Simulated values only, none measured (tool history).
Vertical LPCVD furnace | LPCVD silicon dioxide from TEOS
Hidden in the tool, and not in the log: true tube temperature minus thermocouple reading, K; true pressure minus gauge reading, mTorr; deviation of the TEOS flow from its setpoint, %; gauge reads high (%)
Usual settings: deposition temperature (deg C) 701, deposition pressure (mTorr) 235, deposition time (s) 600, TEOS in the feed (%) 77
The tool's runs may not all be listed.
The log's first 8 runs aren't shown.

| run | hour | deposition temperature (deg C) | deposition pressure (mTorr) | deposition time (s) | TEOS in the feed (%) | wafers since the last listed run | hours since the last temperature calibration | hours since the pressure gauge was zeroed | hours since the TEOS flow controller was replaced | hours since the gauge calibration | read-back reference wafer on the same gauge, thickness | film thickness on the monitor wafer in the middle of the boat (nm) |
|---|---|---|---|---|---|---|---|---|---|---|---|---|
| 9 | 404.5 | 701 | 270 | 600 | 77 | 1330 | 103.1 | 230.5 | 3976.9 | 2577.6 | 59.5 | 74.65 |
| 10 | 436.6 | 701 | 235 | 600 | 77 | 619 | 135.2 | 262.6 | 4009 | 2609.7 | 59.48 | 69.35 |
| 11 | 502.2 | 696 | 235 | 780 | 77 | 1266 | 200.8 | 328.2 | 4074.6 | 2675.3 | 59.43 | 80.52 |
|  | 547.4 | TEOS flow controller replaced |
| 12 | 557 | 701 | 235 | 600 | 77 | 594 | 255.6 | 383 | 9.6 | 2730.1 | 59.58 | 70.06 |
|  | 688 | gauge calibrated |
| 13 | 701.8 | 710 | 280 | 600 | 77 | 2795 | 400.4 | 527.8 | 154.4 | 13.8 | 59.56 | 93.33 |
| 14 | 762.7 | 690 | 235 | 600 | 77 | 1175 | 461.3 | 588.7 | 215.3 | 74.7 | 59.55 | 54.21 |
| 15 | 809.8 | 701 | 235 | 360 | 77 | 909 | 508.4 | 635.8 | 262.4 | 121.8 | 59.54 | 42 |
| 16 | 881 | 701 | 235 | 780 | 77 | 1374 | 579.6 | 707 | 333.6 | 193 | 59.52 | 91.05 |
| 17 | 947.9 | 701 | 235 | 600 | 73 | 1291 | 646.5 | 773.9 | 400.5 | 259.9 | 59.62 | 68.02 |
| 18 | 988 | 689 | 235 | 810 | 77 | 774 | 686.6 | 814 | 440.6 | 300 | 59.51 | 70.73 |
| 19 | 1022 | 701 | 235 | 600 | 84 | 656 | 720.6 | 848 | 474.6 | 334 | 59.55 | 73.35 |
| 20 | 1082 | 701 | 235 | 600 | 77 | 1158 | 780.6 | 908 | 534.6 | 394 | 59.52 | 70.05 |
| 21 | 1132.4 | 704 | 235 | 600 | 77 | 973 | 831 | 958.4 | 585 | 444.4 | 59.54 | 75.28 |
| 22 | 1182.2 | 701 | 235 | 600 | 77 | 961 | 880.8 | 1008.2 | 634.8 | 494.2 | 59.54 | 70 |
| 23 | 1208.5 | 701 | 235 | 540 | 84 | 507 | 907.1 | 1034.5 | 661.1 | 520.5 | 59.5 | 65.85 |
| 24 | 1267.8 | 701 | 220 | 690 | 77 | 1144 | 966.4 | 1093.8 | 720.4 | 579.8 | 59.51 | 78.11 |
| 25 | 1316.7 | 701 | 235 | 600 | 77 | 944 | 1015.3 | 1142.7 | 769.3 | 628.7 | 59.52 | 69.89 |
| 26 | 1369.9 | 713 | 275 | 390 | 86 | 1027 | 1068.5 | 1195.9 | 822.5 | 681.9 | 59.63 | 68.22 |
| 27 | 1394.3 | 693 | 235 | 600 | 86 | 471 | 1092.9 | 1220.3 | 846.9 | 706.3 | 59.45 | 61.56 |
| 28 | 1439.2 | 690 | 235 | 840 | 77 | 866 | 1137.8 | 1265.2 | 891.8 | 751.2 | 59.52 | 75.77 |
| 29 | 1505 | 696 | 210 | 600 | 77 | 1270 | 1203.6 | 1331 | 957.6 | 817 | 59.46 | 59.39 |
| 30 | 1550.4 | 712 | 235 | 660 | 77 | 876 | 1249 | 1376.4 | 1003 | 862.4 | 59.46 | 99.53 |
| 31 | 1611.1 | 706 | 260 | 840 | 77 | 1171 | 1309.7 | 1437.1 | 1063.7 | 923.1 | 59.54 | 116.59 |
| 32 | 1664.1 | 701 | 235 | 600 | 77 | 1023 | 1362.7 | 1490.1 | 1116.7 | 976.1 | 59.51 | 70.15 |

Forecast each of these 3 alternatives for the next run:
| A | 1668.8 | 694 | 235 | 600 | 77 | 90 | 1367.4 | 1494.8 | 1121.4 | 980.8 | ? | ? |
| B | 1668.8 | 701 | 295 | 690 | 77 | 90 | 1367.4 | 1494.8 | 1121.4 | 980.8 | ? | ? |
| C | 1668.8 | 709 | 180 | 660 | 77 | 90 | 1367.4 | 1494.8 | 1121.4 | 980.8 | ? | ? |

| run | read-back reference wafer on the same gauge, thickness | film thickness on the monitor wafer in the middle of the boat (nm) |
|---|---|---|
| A | 59.52 | 59.63 |
| B | 59.52 | 90.33 |
| C | 59.52 | 81.51 |
Without the tool's hidden state the same runs would have given:
| run | film thickness on the monitor wafer in the middle of the boat (nm) |
|---|---|
| A | 59.09 |
| B | 89.67 |
| C | 80.55 |

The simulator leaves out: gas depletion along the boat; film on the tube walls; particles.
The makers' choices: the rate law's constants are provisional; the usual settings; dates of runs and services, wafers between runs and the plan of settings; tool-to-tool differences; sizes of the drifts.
